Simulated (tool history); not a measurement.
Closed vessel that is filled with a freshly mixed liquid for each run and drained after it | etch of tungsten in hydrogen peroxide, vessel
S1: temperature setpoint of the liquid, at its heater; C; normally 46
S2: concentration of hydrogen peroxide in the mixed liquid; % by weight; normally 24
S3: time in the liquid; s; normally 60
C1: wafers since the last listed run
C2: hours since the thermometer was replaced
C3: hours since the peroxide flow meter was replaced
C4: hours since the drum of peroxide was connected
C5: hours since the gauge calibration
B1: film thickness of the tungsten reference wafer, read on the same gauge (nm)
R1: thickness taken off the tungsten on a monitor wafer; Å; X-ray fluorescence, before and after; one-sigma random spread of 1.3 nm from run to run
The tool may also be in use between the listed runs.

{"run": 1, "day": 0.0, "S1": 46, "S2": 24, "S3": 60, "C1": 0, "C2": 1445.3, "C3": 1735.2, "C4": 206.9, "C5": 439.3, "B1": 49.65, "R1": 1393.7}
{"run": 2, "day": 1.008, "S1": 46, "S2": 25.5, "S3": 70, "C1": 3102, "C2": 1469.5, "C3": 1759.4, "C4": 231.1, "C5": 463.5, "B1": 49.62, "R1": 1671.6}
{"run": 3, "day": 3.592, "S1": 51.5, "S2": 24, "S3": 60, "C1": 7949, "C2": 1531.5, "C3": 1821.4, "C4": 293.1, "C5": 525.5, "B1": 49.48, "R1": 1998.2}
{"run": 4, "day": 6.521, "S1": 51.5, "S2": 24, "S3": 60, "C1": 9014, "C2": 1601.8, "C3": 1891.7, "C4": 363.4, "C5": 595.8, "B1": 49.24, "R1": 1970.8}
{"run": 5, "day": 8.012, "S1": 46, "S2": 24, "S3": 60, "C1": 4590, "C2": 1637.6, "C3": 1927.5, "C4": 399.2, "C5": 631.6, "B1": 49.13, "R1": 1405}
{"run": 6, "day": 9.317, "S1": 46, "S2": 24, "S3": 60, "C1": 4013, "C2": 1668.9, "C3": 1958.8, "C4": 430.5, "C5": 662.9, "B1": 48.99, "R1": 1378.1}
{"run": 7, "day": 10.65, "S1": 46, "S2": 24, "S3": 60, "C1": 4103, "C2": 1700.9, "C3": 1990.8, "C4": 462.5, "C5": 694.9, "B1": 48.91, "R1": 1395.4}
{"run": 8, "day": 13.333, "S1": 46, "S2": 24, "S3": 60, "C1": 8257, "C2": 1765.3, "C3": 2055.2, "C4": 526.9, "C5": 759.3, "B1": 48.64, "R1": 1362.7}
{"run": 9, "day": 15.621, "S1": 46, "S2": 24, "S3": 60, "C1": 7039, "C2": 1820.2, "C3": 2110.1, "C4": 581.8, "C5": 814.2, "B1": 48.41, "R1": 1371.7}
{"day": 16.138, "done": "gauge calibrated"}
{"run": 10, "day": 17.975, "S1": 46, "S2": 24, "S3": 60, "C1": 7244, "C2": 1876.7, "C3": 2166.6, "C4": 638.3, "C5": 44.1, "B1": 50.01, "R1": 1412}
{"run": 11, "day": 20.121, "S1": 46, "S2": 25.5, "S3": 70, "C1": 6603, "C2": 1928.2, "C3": 2218.1, "C4": 689.8, "C5": 95.6, "B1": 50.03, "R1": 1707}
{"run": 12, "day": 21.971, "S1": 46, "S2": 24, "S3": 30, "C1": 5693, "C2": 1972.6, "C3": 2262.5, "C4": 734.2, "C5": 140, "B1": 49.96, "R1": 703.8}
{"run": 13, "day": 23.688, "S1": 46, "S2": 27, "S3": 60, "C1": 5282, "C2": 2013.8, "C3": 2303.7, "C4": 775.4, "C5": 181.2, "B1": 49.96, "R1": 1495}
{"day": 24.933, "done": "new drum of peroxide connected"}
{"day": 25.3, "done": "thermometer replaced"}
{"run": 14, "day": 25.529, "S1": 46, "S2": 19.5, "S3": 60, "C1": 5410, "C2": 5.5, "C3": 2347.9, "C4": 14.3, "C5": 225.4, "B1": 49.9, "R1": 1290.1}
{"run": 15, "day": 28.2, "S1": 55.5, "S2": 27.5, "S3": 60, "C1": 8219, "C2": 69.6, "C3": 2412, "C4": 78.4, "C5": 289.5, "B1": 49.8, "R1": 2663.4}
{"day": 28.783, "done": "peroxide flow meter replaced"}
{"run": 16, "day": 29.429, "S1": 51.5, "S2": 26, "S3": 60, "C1": 3654, "C2": 99.1, "C3": 15.5, "C4": 107.9, "C5": 319, "B1": 49.78, "R1": 2089.1}
{"run": 17, "day": 30.729, "S1": 37, "S2": 24, "S3": 60, "C1": 4000, "C2": 130.3, "C3": 46.7, "C4": 139.1, "C5": 350.2, "B1": 49.7, "R1": 791.7}
{"run": 18, "day": 33.462, "S1": 46, "S2": 24, "S3": 60, "C1": 8411, "C2": 195.9, "C3": 112.3, "C4": 204.7, "C5": 415.8, "B1": 49.56, "R1": 1405}
{"run": 19, "day": 34.838, "S1": 55.5, "S2": 27, "S3": 95, "C1": 4231, "C2": 228.9, "C3": 145.3, "C4": 237.7, "C5": 448.8, "B1": 49.5, "R1": 4135}
{"run": 20, "day": 36.908, "S1": 40, "S2": 20, "S3": 35, "C1": 6372, "C2": 278.6, "C3": 195, "C4": 287.4, "C5": 498.5, "B1": 49.36, "R1": 506.3}
{"run": 21, "day": 39.879, "S1": 46, "S2": 24, "S3": 95, "C1": 9142, "C2": 349.9, "C3": 266.3, "C4": 358.7, "C5": 569.8, "B1": 49.16, "R1": 2191}

Consider 3 possible next runs. They are alternatives, not a sequence: every one starts from the tool as it was left by run 21. What does each give?
{"run": "A", "day": 39.908, "S1": 41, "S2": 24, "S3": 60, "C1": 89, "C2": 350.6, "C3": 267, "C4": 359.4, "C5": 570.5, "B1": "?", "R1": "?"}
{"run": "B", "day": 39.908, "S1": 40.5, "S2": 26.5, "S3": 90, "C1": 89, "C2": 350.6, "C3": 267, "C4": 359.4, "C5": 570.5, "B1": "?", "R1": "?"}
{"run": "C", "day": 39.908, "S1": 52, "S2": 24, "S3": 90, "C1": 89, "C2": 350.6, "C3": 267, "C4": 359.4, "C5": 570.5, "B1": "?", "R1": "?"}

run=A B1=49.16 R1=1004.7
run=B B1=49.16 R1=1533.1
run=C B1=49.16 R1=2996.5
The same runs, with their run-to-run variation unchanged, on a tool lacking any hidden condition would have given:
run=A R1=1021.7
run=B R1=1559.1
run=C R1=3047.4

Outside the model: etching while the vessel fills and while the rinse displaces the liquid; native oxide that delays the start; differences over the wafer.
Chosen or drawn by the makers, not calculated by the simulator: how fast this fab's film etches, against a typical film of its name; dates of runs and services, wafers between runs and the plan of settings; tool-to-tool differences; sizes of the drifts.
